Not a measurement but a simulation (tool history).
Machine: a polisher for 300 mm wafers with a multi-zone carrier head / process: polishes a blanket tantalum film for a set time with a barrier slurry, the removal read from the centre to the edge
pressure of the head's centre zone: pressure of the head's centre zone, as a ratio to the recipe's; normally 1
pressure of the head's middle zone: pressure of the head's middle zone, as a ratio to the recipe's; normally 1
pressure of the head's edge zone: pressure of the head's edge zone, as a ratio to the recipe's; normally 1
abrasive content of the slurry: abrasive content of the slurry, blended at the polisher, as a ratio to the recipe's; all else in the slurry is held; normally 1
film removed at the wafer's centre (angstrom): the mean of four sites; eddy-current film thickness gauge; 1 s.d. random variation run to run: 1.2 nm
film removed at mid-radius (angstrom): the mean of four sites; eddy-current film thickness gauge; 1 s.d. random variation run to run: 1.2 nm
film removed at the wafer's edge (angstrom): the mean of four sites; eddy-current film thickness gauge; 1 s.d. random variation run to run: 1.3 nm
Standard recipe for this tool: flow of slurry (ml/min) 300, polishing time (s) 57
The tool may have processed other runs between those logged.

run,hour,flow of slurry (ml/min),pressure of the head's centre zone,pressure of the head's middle zone,pressure of the head's edge zone,abrasive content of the slurry,polishing time (s),"incoming thickness of the incoming film, nm",film removed at the wafer's centre (angstrom),film removed at mid-radius (angstrom),film removed at the wafer's edge (angstrom)
1,0,330,1,1,1,1,57,218.9,918,925,926
2,37.5,330,1,1,1,1,57,220.7,950,946,913
# hour 100.5: worn pad replaced by a new one
3,101,300,1,1,1,0.85,57,219.4,852,875,862
4,132.3,300,1,1.06,1,1.1,57,219.6,935,964,896
5,167.8,300,1,1.06,1,1.1,57,221.6,945,992,910
6,198.1,300,1,1,1,1.1,57,220.4,928,944,940
7,223.5,300,1,1,1,1.1,57,219.6,928,923,894
# hour 251.4: worn pad replaced by a new one
8,251.9,300,1,1,1,1,57,220.9,899,903,893
9,318.9,235,1,1,1,1,57,220.7,859,864,889
# hour 336.3: slurry nozzle cleaned
# hour 344.7: centre zone pressure recalibrated
10,345.2,300,1,1,1,1,57,222.4,867,842,875
11,381.7,300,1,1,1,1,57,220.3,865,842,834
12,406.3,260,1,1,1.04,1,37,222.5,518,521,538
# hour 433.3: worn pad replaced by a new one
# hour 441.6: slurry nozzle cleaned, repeated, since the last time left the tool worse
13,467.6,300,1,0.9,1,1,74,217,1225,1116,1178
# hour 505.6: edge zone pressure recalibrated
14,550.3,300,0.9,1,1,1,57,218.9,835,899,925
# hour 557.1: carrier head's membrane replaced by a new one
# hour 610.4: worn pad replaced by a new one
15,614.1,300,1,1,1,1,57,223.1,922,891,924
16,673.1,250,1.06,1.04,1.08,1,57,219.1,936,885,905
17,752.2,300,1,1,1,1.2,57,218.8,945,931,935
# hour 759.4: worn pad replaced by a new one
18,796.4,300,1,1,1.12,1,57,220.8,925,908,930

Exercise: give the hidden state of the tool at every run:
removal rate lost through wear of the pad, %: 0 in every run
deviation of the centre zone's pressure from its setpoint, %: 0 in every run
deviation of the edge zone's pressure from its setpoint, %: 0 in every run
H1: slurry flow missing at the pad, %
run,H1
1,12.4
2,14.7
3,17.6
4,18.7
5,19.7
6,20.4
7,20.9
8,21.4
9,22.3
10,42.3
11,46.7
12,49.1
13,4.23
14,12.1
15,16.1
16,18.6
17,20.8
18,21.7

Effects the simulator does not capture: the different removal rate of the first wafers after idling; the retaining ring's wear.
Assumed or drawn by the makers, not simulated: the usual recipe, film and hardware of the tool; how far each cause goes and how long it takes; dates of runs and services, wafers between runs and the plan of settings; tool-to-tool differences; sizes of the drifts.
